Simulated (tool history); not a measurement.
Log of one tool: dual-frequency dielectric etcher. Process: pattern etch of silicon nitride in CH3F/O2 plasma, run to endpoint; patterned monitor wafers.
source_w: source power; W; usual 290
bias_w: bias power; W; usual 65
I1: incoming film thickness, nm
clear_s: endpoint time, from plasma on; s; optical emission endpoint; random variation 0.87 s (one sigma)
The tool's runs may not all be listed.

{"run": 1, "hour": 0.0, "source_w": 290, "bias_w": 58, "I1": 103.7, "clear_s": 144.0}
{"run": 2, "hour": 33.7, "source_w": 290, "bias_w": 58, "I1": 104.7, "clear_s": 146.1}
{"run": 3, "hour": 103.4, "source_w": 290, "bias_w": 65, "I1": 104.3, "clear_s": 138.5}
{"run": 4, "hour": 147.8, "source_w": 330, "bias_w": 65, "I1": 105.8, "clear_s": 137.0}
{"run": 5, "hour": 216.5, "source_w": 330, "bias_w": 65, "I1": 104.6, "clear_s": 136.8}
{"run": 6, "hour": 250.6, "source_w": 290, "bias_w": 65, "I1": 105.8, "clear_s": 141.4}
{"run": 7, "hour": 308.6, "source_w": 290, "bias_w": 65, "I1": 105.0, "clear_s": 141.4}
{"run": 8, "hour": 380.6, "source_w": 290, "bias_w": 65, "I1": 105.1, "clear_s": 140.7}
{"run": 9, "hour": 416.5, "source_w": 340, "bias_w": 56, "I1": 105.1, "clear_s": 142.4}
{"run": 10, "hour": 469.6, "source_w": 340, "bias_w": 56, "I1": 105.4, "clear_s": 143.7}
{"run": 11, "hour": 504.5, "source_w": 340, "bias_w": 56, "I1": 105.1, "clear_s": 143.0}
{"run": 12, "hour": 568.9, "source_w": 360, "bias_w": 80, "I1": 104.2, "clear_s": 123.3}
{"run": 13, "hour": 612.3, "source_w": 290, "bias_w": 60, "I1": 105.3, "clear_s": 145.1}
{"run": 14, "hour": 641.6, "source_w": 330, "bias_w": 65, "I1": 105.1, "clear_s": 137.5}
{"run": 15, "hour": 676.4, "source_w": 290, "bias_w": 65, "I1": 104.6, "clear_s": 140.2}
{"run": 16, "hour": 723.9, "source_w": 290, "bias_w": 65, "I1": 103.8, "clear_s": 139.0}
{"run": 17, "hour": 791.0, "source_w": 250, "bias_w": 51, "I1": 105.5, "clear_s": 159.2}
{"run": 18, "hour": 856.8, "source_w": 290, "bias_w": 65, "I1": 105.8, "clear_s": 142.7}
{"run": 19, "hour": 907.1, "source_w": 350, "bias_w": 78, "I1": 105.5, "clear_s": 126.8}
{"run": 20, "hour": 989.5, "source_w": 310, "bias_w": 51, "I1": 104.1, "clear_s": 149.4}
{"run": 21, "hour": 1032.6, "source_w": 270, "bias_w": 73, "I1": 104.8, "clear_s": 138.3}
{"run": 22, "hour": 1078.4, "source_w": 250, "bias_w": 78, "I1": 105.8, "clear_s": 137.9}
{"run": 23, "hour": 1144.3, "source_w": 320, "bias_w": 60, "I1": 104.1, "clear_s": 139.1}
{"run": 24, "hour": 1200.8, "source_w": 350, "bias_w": 69, "I1": 106.0, "clear_s": 133.3}
{"run": 25, "hour": 1265.3, "source_w": 330, "bias_w": 55, "I1": 105.4, "clear_s": 146.2}
{"run": 26, "hour": 1318.2, "source_w": 290, "bias_w": 65, "I1": 104.7, "clear_s": 141.2}
{"run": 27, "hour": 1371.2, "source_w": 240, "bias_w": 76, "I1": 104.3, "clear_s": 137.6}
{"run": 28, "hour": 1414.5, "source_w": 290, "bias_w": 65, "I1": 104.9, "clear_s": 141.4}
{"run": 29, "hour": 1468.5, "source_w": 350, "bias_w": 58, "I1": 104.3, "clear_s": 138.2}
{"run": 30, "hour": 1535.0, "source_w": 340, "bias_w": 65, "I1": 105.1, "clear_s": 135.6}
{"run": 31, "hour": 1576.1, "source_w": 290, "bias_w": 70, "I1": 103.9, "clear_s": 135.3}
{"run": 32, "hour": 1607.2, "source_w": 290, "bias_w": 75, "I1": 106.7, "clear_s": 135.7}
{"run": 33, "hour": 1667.3, "source_w": 260, "bias_w": 71, "I1": 105.5, "clear_s": 141.2}
{"run": 34, "hour": 1695.8, "source_w": 290, "bias_w": 79, "I1": 105.8, "clear_s": 131.8}
{"run": 35, "hour": 1725.6, "source_w": 290, "bias_w": 78, "I1": 104.6, "clear_s": 130.3}

Put back what was entered between runs (6 entries, withheld): which listed runs does each sit between, and how does the hidden state differ from the listed run before to the listed run after?
In the gap between runs 7 and 8: wet clean of the chamber (hour 372.1)
  the hidden state is the same at both runs
In the gap between runs 18 and 19: wet clean of the chamber (hour 906.6)
  the hidden state is the same at both runs
In the gap between runs 19 and 20: upper electrode replaced (hour 989.0)
  the hidden state is the same at both runs
In the gap between runs 21 and 22: source power generator calibrated (hour 1071.5)
  the hidden state is the same at both runs
In the gap between runs 24 and 25: bias power generator calibrated (hour 1235.1)
  the hidden state is the same at both runs
In the gap between runs 26 and 27: wet clean of the chamber (hour 1370.7)
  the hidden state is the same at both runs
